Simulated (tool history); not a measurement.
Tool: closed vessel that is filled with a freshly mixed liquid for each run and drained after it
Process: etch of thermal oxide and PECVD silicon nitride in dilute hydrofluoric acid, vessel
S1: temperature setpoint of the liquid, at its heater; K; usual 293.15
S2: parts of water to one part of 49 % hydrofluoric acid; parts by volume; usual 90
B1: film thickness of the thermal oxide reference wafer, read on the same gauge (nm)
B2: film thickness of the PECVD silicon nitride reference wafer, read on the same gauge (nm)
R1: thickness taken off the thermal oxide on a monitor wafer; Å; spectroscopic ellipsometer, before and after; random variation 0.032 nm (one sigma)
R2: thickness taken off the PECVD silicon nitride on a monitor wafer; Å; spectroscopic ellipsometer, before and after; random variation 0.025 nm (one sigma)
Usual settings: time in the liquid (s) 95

{"run": 1, "hour": 0.0, "S1": 293.15, "S2": 90, "time in the liquid (s)": 75, "B1": 139.994, "B2": 130.023, "R1": 34.08, "R2": 39.08}
{"run": 2, "hour": 93.7, "S1": 293.15, "S2": 90, "time in the liquid (s)": 75, "B1": 139.95, "B2": 129.973, "R1": 34.12, "R2": 39.89}
{"run": 3, "hour": 131.3, "S1": 293.15, "S2": 90, "time in the liquid (s)": 75, "B1": 140.012, "B2": 130.022, "R1": 34.84, "R2": 40.65}
{"run": 4, "hour": 230.4, "S1": 293.15, "S2": 90, "time in the liquid (s)": 95, "B1": 139.98, "B2": 130.006, "R1": 44.28, "R2": 52.39}
{"run": 5, "hour": 321.7, "S1": 293.15, "S2": 90, "time in the liquid (s)": 95, "B1": 139.977, "B2": 129.979, "R1": 45.03, "R2": 53.53}
{"run": 6, "hour": 410.0, "S1": 293.15, "S2": 90, "time in the liquid (s)": 95, "B1": 139.977, "B2": 130.014, "R1": 45.36, "R2": 54.26}
{"run": 7, "hour": 463.9, "S1": 293.15, "S2": 90, "time in the liquid (s)": 95, "B1": 139.99, "B2": 129.992, "R1": 45.63, "R2": 54.87}
{"hour": 525.1, "done": "thermometer replaced"}
{"run": 8, "hour": 555.8, "S1": 293.15, "S2": 90, "time in the liquid (s)": 95, "B1": 139.946, "B2": 130.01, "R1": 41.39, "R2": 47.74}
{"run": 9, "hour": 611.4, "S1": 293.15, "S2": 90, "time in the liquid (s)": 95, "B1": 139.961, "B2": 129.986, "R1": 41.14, "R2": 48.52}
{"hour": 660.7, "done": "hydrofluoric acid flow meter replaced"}
{"run": 10, "hour": 713.0, "S1": 293.15, "S2": 90, "time in the liquid (s)": 95, "B1": 139.957, "B2": 130.014, "R1": 42.12, "R2": 49.32}
{"run": 11, "hour": 795.6, "S1": 293.15, "S2": 90, "time in the liquid (s)": 95, "B1": 140.031, "B2": 130.009, "R1": 43.38, "R2": 50.2}
{"run": 12, "hour": 903.1, "S1": 293.15, "S2": 90, "time in the liquid (s)": 95, "B1": 139.975, "B2": 129.999, "R1": 43.03, "R2": 51.51}
{"run": 13, "hour": 1000.0, "S1": 293.15, "S2": 90, "time in the liquid (s)": 95, "B1": 139.989, "B2": 130.007, "R1": 43.89, "R2": 52.79}
{"hour": 1193.0, "done": "gauge calibrated"}
{"hour": 1245.4, "done": "thermometer replaced"}
{"run": 14, "hour": 1315.6, "S1": 290.15, "S2": 120, "time in the liquid (s)": 95, "B1": 139.975, "B2": 129.988, "R1": 26.18, "R2": 29.27}
{"hour": 1393.2, "done": "hydrofluoric acid flow meter replaced"}
{"run": 15, "hour": 1393.6, "S1": 290.15, "S2": 90, "time in the liquid (s)": 135, "B1": 139.976, "B2": 130.003, "R1": 52.43, "R2": 56.4}
{"run": 16, "hour": 1476.3, "S1": 290.65, "S2": 90, "time in the liquid (s)": 95, "B1": 140.0, "B2": 129.999, "R1": 37.73, "R2": 41.8}
{"run": 17, "hour": 1520.1, "S1": 297.65, "S2": 90, "time in the liquid (s)": 95, "B1": 140.011, "B2": 130.018, "R1": 50.43, "R2": 68.03}
{"run": 18, "hour": 1620.2, "S1": 293.15, "S2": 90, "time in the liquid (s)": 125, "B1": 140.007, "B2": 130.027, "R1": 56.77, "R2": 66.99}
{"run": 19, "hour": 1661.8, "S1": 291.15, "S2": 130, "time in the liquid (s)": 70, "B1": 139.992, "B2": 129.993, "R1": 19.73, "R2": 23.3}
{"run": 20, "hour": 1735.1, "S1": 293.15, "S2": 90, "time in the liquid (s)": 95, "B1": 139.997, "B2": 130.012, "R1": 44.12, "R2": 52.47}
{"run": 21, "hour": 1829.1, "S1": 293.15, "S2": 90, "time in the liquid (s)": 95, "B1": 139.968, "B2": 129.99, "R1": 45.29, "R2": 53.5}
{"run": 22, "hour": 1915.4, "S1": 290.15, "S2": 90, "time in the liquid (s)": 95, "B1": 139.988, "B2": 130.001, "R1": 40.24, "R2": 44.96}
{"run": 23, "hour": 1954.8, "S1": 295.65, "S2": 90, "time in the liquid (s)": 95, "B1": 140.034, "B2": 130.005, "R1": 50.5, "R2": 64.63}
{"hour": 1983.9, "done": "thermometer replaced"}
{"hour": 1991.2, "done": "hydrofluoric acid flow meter replaced"}
{"run": 24, "hour": 2004.4, "S1": 293.15, "S2": 50, "time in the liquid (s)": 140, "B1": 139.958, "B2": 130.009, "R1": 116.73, "R2": 126.78}

3 ways to go on from here, each from the tool as it stands after run 24. What would each give?
{"run": "A", "hour": 2005.1, "S1": 293.15, "S2": 125, "time in the liquid (s)": 95, "B1": "?", "B2": "?", "R1": "?", "R2": "?"}
{"run": "B", "hour": 2005.1, "S1": 293.15, "S2": 90, "time in the liquid (s)": 115, "B1": "?", "B2": "?", "R1": "?", "R2": "?"}
{"run": "C", "hour": 2005.1, "S1": 297.65, "S2": 130, "time in the liquid (s)": 65, "B1": "?", "B2": "?", "R1": "?", "R2": "?"}

run=A B1=139.986 B2=130.019 R1=29.12 R2=35.64
run=B B1=139.986 B2=130.019 R1=50.91 R2=59.49
run=C B1=139.986 B2=130.019 R1=22.72 R2=31.54
Without the tool's hidden state the same runs would have given:
run=A R1=28.35 R2=34.10
run=B R1=49.55 R2=56.87
run=C R1=22.15 R2=30.22
